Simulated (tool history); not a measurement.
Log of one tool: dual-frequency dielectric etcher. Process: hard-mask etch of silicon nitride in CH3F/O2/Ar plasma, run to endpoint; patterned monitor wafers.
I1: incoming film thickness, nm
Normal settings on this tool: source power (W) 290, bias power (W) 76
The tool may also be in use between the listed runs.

{"run": 1, "hour": 0.0, "source power (W)": 270, "bias power (W)": 76, "I1": 41.54, "endpoint time (s)": 72.6}
{"run": 2, "hour": 26.1, "source power (W)": 290, "bias power (W)": 76, "I1": 41.94, "endpoint time (s)": 69.9}
{"run": 3, "hour": 52.3, "source power (W)": 290, "bias power (W)": 76, "I1": 41.19, "endpoint time (s)": 68.7}
{"run": 4, "hour": 78.2, "source power (W)": 290, "bias power (W)": 76, "I1": 42.32, "endpoint time (s)": 70.9}
{"hour": 167.5, "done": "wet clean of the chamber"}
{"run": 5, "hour": 168.0, "source power (W)": 260, "bias power (W)": 76, "I1": 41.8, "endpoint time (s)": 72.8}
{"run": 6, "hour": 226.0, "source power (W)": 260, "bias power (W)": 76, "I1": 42.13, "endpoint time (s)": 74.3}
{"run": 7, "hour": 264.5, "source power (W)": 260, "bias power (W)": 76, "I1": 41.56, "endpoint time (s)": 73.5}
{"hour": 381.2, "done": "source power generator calibrated"}
{"run": 8, "hour": 417.7, "source power (W)": 290, "bias power (W)": 76, "I1": 41.35, "endpoint time (s)": 68.5}
{"run": 9, "hour": 447.8, "source power (W)": 290, "bias power (W)": 76, "I1": 41.68, "endpoint time (s)": 69.3}
{"hour": 473.5, "done": "bias power generator calibrated"}
{"run": 10, "hour": 510.9, "source power (W)": 340, "bias power (W)": 61, "I1": 41.58, "endpoint time (s)": 68.7}
{"hour": 645.1, "done": "wet clean of the chamber"}
{"run": 11, "hour": 645.6, "source power (W)": 340, "bias power (W)": 61, "I1": 41.62, "endpoint time (s)": 67.8}
{"run": 12, "hour": 706.2, "source power (W)": 360, "bias power (W)": 84, "I1": 41.5, "endpoint time (s)": 58.1}
{"run": 13, "hour": 765.5, "source power (W)": 290, "bias power (W)": 92, "I1": 41.29, "endpoint time (s)": 63.4}
{"run": 14, "hour": 812.2, "source power (W)": 290, "bias power (W)": 67, "I1": 41.36, "endpoint time (s)": 71.7}
{"hour": 864.3, "done": "upper electrode replaced, of another model than before"}
{"run": 15, "hour": 872.2, "source power (W)": 290, "bias power (W)": 76, "I1": 41.41, "endpoint time (s)": 69}
{"run": 16, "hour": 932.0, "source power (W)": 230, "bias power (W)": 69, "I1": 41.95, "endpoint time (s)": 81}
{"run": 17, "hour": 1018.6, "source power (W)": 290, "bias power (W)": 76, "I1": 41.65, "endpoint time (s)": 69.3}
{"run": 18, "hour": 1051.3, "source power (W)": 360, "bias power (W)": 86, "I1": 41.83, "endpoint time (s)": 59.7}
{"run": 19, "hour": 1110.7, "source power (W)": 330, "bias power (W)": 61, "I1": 41.47, "endpoint time (s)": 77.7}
{"hour": 1152.8, "done": "wet clean of the chamber"}
{"run": 20, "hour": 1159.1, "source power (W)": 290, "bias power (W)": 76, "I1": 41.5, "endpoint time (s)": 67.6}
{"run": 21, "hour": 1188.5, "source power (W)": 240, "bias power (W)": 59, "I1": 42.29, "endpoint time (s)": 89.3}
{"run": 22, "hour": 1244.6, "source power (W)": 250, "bias power (W)": 67, "I1": 41.85, "endpoint time (s)": 78.9}

A few steps of endpoint time (s) between consecutive runs. Split each: what settings, incoming material and random variation would produce without the hidden state, and what is left over for the hidden state, along with gauge scatter present in only one of the two compared results (measured, and without hidden state):
The tool's hidden condition here consists of: etch rate over this chamber's usual, %; source power that arrives over what is set, %; bias power that arrives over what is set, %.
Run 4 -> 5: source power (W) 290 -> 260, wet clean of the chamber. endpoint time (s) +1.9: hidden state -1.4, all else +3.3.
Run 18 -> 19: source power (W) 360 -> 330, bias power (W) 86 -> 61. endpoint time (s) +18: hidden state +0.6, all else +17.4.
Run 19 -> 20: source power (W) 330 -> 290, bias power (W) 61 -> 76, wet clean of the chamber. endpoint time (s) -10.1: hidden state -2.1, all else -8.
Run 20 -> 21: source power (W) 290 -> 240, bias power (W) 76 -> 59. endpoint time (s) +21.7: hidden state +0.1, all else +21.6.
